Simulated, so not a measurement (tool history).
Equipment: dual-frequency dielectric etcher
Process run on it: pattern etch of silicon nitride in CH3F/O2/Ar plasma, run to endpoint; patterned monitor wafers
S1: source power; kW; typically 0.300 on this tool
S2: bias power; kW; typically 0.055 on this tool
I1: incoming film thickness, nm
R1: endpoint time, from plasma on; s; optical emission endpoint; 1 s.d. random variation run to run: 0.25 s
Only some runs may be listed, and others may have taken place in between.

run 1 day=0.000 | S1=0.330 S2=0.055 | I1=43.02 | R1=77.5
run 2 day=1.304 | S1=0.300 S2=0.055 | I1=43.43 | R1=81.4
run 3 day=2.188 | S1=0.300 S2=0.055 | I1=43.18 | R1=80.9
run 4 day=2.717 | S1=0.300 S2=0.055 | I1=43.19 | R1=81.0
run 5 day=3.342 | S1=0.300 S2=0.055 | I1=43.12 | R1=80.4
run 6 day=3.908 | S1=0.300 S2=0.051 | I1=43.31 | R1=82.0
-- day=5.688 wet clean of the chamber
run 7 day=5.708 | S1=0.300 S2=0.051 | I1=43.39 | R1=85.2
run 8 day=5.908 | S1=0.300 S2=0.051 | I1=43.20 | R1=85.1
run 9 day=6.671 | S1=0.300 S2=0.055 | I1=42.93 | R1=83.1
-- day=8.329 upper electrode replaced
run 10 day=8.350 | S1=0.300 S2=0.055 | I1=43.15 | R1=82.4
run 11 day=8.442 | S1=0.250 S2=0.062 | I1=43.19 | R1=88.6
run 12 day=9.096 | S1=0.240 S2=0.069 | I1=42.95 | R1=87.8
-- day=9.342 bias power generator calibrated
-- day=10.029 source power generator calibrated
run 13 day=10.104 | S1=0.360 S2=0.061 | I1=43.28 | R1=74.3

The next listed run, before its measurement:
run 14 day=11.121 | S1=0.300 S2=0.055 | I1=43.52 | R1=?

For run 14 the tool returned R1 82.9 s.
Were there no unlogged condition in the tool, this run, its random variation unchanged, would have produced R1 84.1 s.
